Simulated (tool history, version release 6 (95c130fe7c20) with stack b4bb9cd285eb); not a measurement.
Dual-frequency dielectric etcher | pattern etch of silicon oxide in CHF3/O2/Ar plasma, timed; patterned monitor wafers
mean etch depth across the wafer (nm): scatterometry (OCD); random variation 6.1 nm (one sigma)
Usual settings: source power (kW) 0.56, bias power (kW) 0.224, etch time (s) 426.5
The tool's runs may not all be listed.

run,hour,source power (kW),bias power (kW),etch time (s),"read-back reference wafer on the same gauge, depth_nm",mean etch depth across the wafer (nm)
1,0,0.56,0.224,426.5,914.8,896.2
2,16.2,0.56,0.224,426.5,917.3,904.2
3,34.1,0.56,0.224,378.5,917.2,794.2
4,48.1,0.56,0.224,378.5,915,794.2
5,60.1,0.56,0.224,426.5,916.6,886.5
6,76.5,0.56,0.224,356.5,915.2,741
# hour 117.2: upper electrode replaced
# hour 121.6: wet clean of the chamber
7,122.1,0.56,0.224,339,915.1,718.6
8,122.5,0.56,0.224,426.5,916.7,911.9
9,130.6,0.56,0.224,426.5,916.8,905.1
10,136.7,0.56,0.224,426.5,915.9,902.3
11,148.8,0.56,0.262,454,916.4,993.9
12,155.8,0.56,0.247,426.5,916.6,930.1
13,166.8,0.56,0.247,426.5,916.6,924
14,183.9,0.48,0.174,525,916.9,994.5
15,191.2,0.64,0.224,522,914.8,1141.3
# hour 204.8: gauge calibrated
16,206.1,0.43,0.276,330.5,916.3,674.8
# hour 214.8: bias power generator calibrated
17,215.3,0.56,0.275,542,917.9,1186.5
18,231,0.56,0.17,485,917.4,969.1
# hour 240.9: source power generator calibrated
19,243.1,0.56,0.224,426.5,914.4,907.7
20,258,0.56,0.178,329,915.1,673.7
21,269,0.64,0.224,522,915.3,1149.8
22,276.3,0.56,0.224,475,915.1,1004.8
23,285.8,0.56,0.224,426.5,916.8,895.6
24,292.6,0.56,0.224,426.5,916.4,907.1
25,301.5,0.45,0.224,313,916.2,606

The next listed run, before its measurement:
26,319.2,0.6,0.224,522.5,?,?

read-back reference wafer on the same gauge, depth_nm: 916.5
mean etch depth across the wafer (nm): 1127
Without the tool's hidden state the same run would have given mean etch depth across the wafer (nm) 1127.
